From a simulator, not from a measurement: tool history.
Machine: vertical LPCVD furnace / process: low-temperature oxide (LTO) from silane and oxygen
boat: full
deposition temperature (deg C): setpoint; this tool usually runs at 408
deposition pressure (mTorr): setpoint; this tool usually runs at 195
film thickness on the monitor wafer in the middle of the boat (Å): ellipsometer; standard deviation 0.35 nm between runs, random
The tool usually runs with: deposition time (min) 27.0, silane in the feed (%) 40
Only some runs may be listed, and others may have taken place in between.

| run | hour | deposition temperature (deg C) | deposition pressure (mTorr) | deposition time (min) | silane in the feed (%) | read-back reference wafer on the same gauge, thickness | film thickness on the monitor wafer in the middle of the boat (Å) |
|---|---|---|---|---|---|---|---|
| 1 | 0.0 | 408 | 195 | 27.0 | 40 | 235.02 | 2287.6 |
| 2 | 26.0 | 408 | 195 | 27.0 | 40 | 235.03 | 2291.1 |
| 3 | 57.4 | 408 | 195 | 27.0 | 40 | 235.01 | 2294.7 |
| 4 | 72.8 | 408 | 195 | 27.0 | 42 | 235.03 | 2432.7 |
| 5 | 101.1 | 408 | 195 | 27.0 | 42 | 235.10 | 2433.3 |
| 6 | 130.5 | 408 | 165 | 27.0 | 38 | 235.05 | 1835.0 |
| 7 | 143.9 | 408 | 195 | 27.0 | 40 | 234.96 | 2296.4 |
| 8 | 217.1 | 408 | 195 | 27.0 | 40 | 235.07 | 2297.3 |
| 9 | 247.6 | 408 | 195 | 27.0 | 40 | 235.05 | 2304.1 |
| 10 | 267.4 | 408 | 195 | 27.0 | 40 | 234.99 | 2304.4 |
| 11 | 320.0 | 408 | 195 | 27.0 | 40 | 234.91 | 2303.1 |
|  | 372.9 | gauge calibrated |
|  | 373.2 | silane flow controller replaced |
| 12 | 397.9 | 408 | 195 | 27.0 | 40 | 234.96 | 2412.8 |
| 13 | 427.8 | 408 | 210 | 27.0 | 40 | 235.05 | 2586.1 |
| 14 | 456.2 | 408 | 215 | 37.0 | 36 | 235.02 | 3193.5 |
|  | 495.5 | thermocouples replaced and temperature profile calibrated |
| 15 | 496.0 | 401 | 195 | 27.0 | 40 | 234.99 | 2231.9 |
| 16 | 506.4 | 408 | 175 | 30.0 | 37 | 235.01 | 2194.5 |
| 17 | 534.6 | 408 | 195 | 27.0 | 44 | 234.95 | 2674.6 |
|  | 582.0 | pressure gauge zeroed |
| 18 | 582.5 | 408 | 210 | 27.0 | 40 | 235.00 | 2483.0 |
| 19 | 593.0 | 408 | 195 | 27.0 | 40 | 234.93 | 2314.6 |
| 20 | 612.4 | 408 | 195 | 27.0 | 33 | 235.02 | 1804.5 |
| 21 | 625.1 | 397 | 150 | 35.0 | 43 | 234.92 | 2220.2 |
| 22 | 638.5 | 408 | 195 | 27.0 | 45 | 234.92 | 2623.9 |
| 23 | 738.5 | 414 | 180 | 27.0 | 34 | 235.08 | 1856.1 |
| 24 | 752.0 | 408 | 195 | 27.0 | 35 | 234.94 | 1946.2 |

Below are 3 alternative next runs, each starting from the tool's condition after run 24. Predict each:
| A | 755.9 | 408 | 195 | 27.0 | 40 | ? | ? |
| B | 755.9 | 408 | 195 | 19.5 | 40 | ? | ? |
| C | 755.9 | 408 | 160 | 27.0 | 35 | ? | ? |

| run | read-back reference wafer on the same gauge, thickness | film thickness on the monitor wafer in the middle of the boat (Å) |
|---|---|---|
| A | 235.06 | 2310.7 |
| B | 235.06 | 1668.9 |
| C | 235.06 | 1605.3 |
With the hidden condition removed and each run's random variation left untouched, the same runs would have given:
| run | film thickness on the monitor wafer in the middle of the boat (Å) |
|---|---|
| A | 2318.7 |
| B | 1674.6 |
| C | 1612.0 |
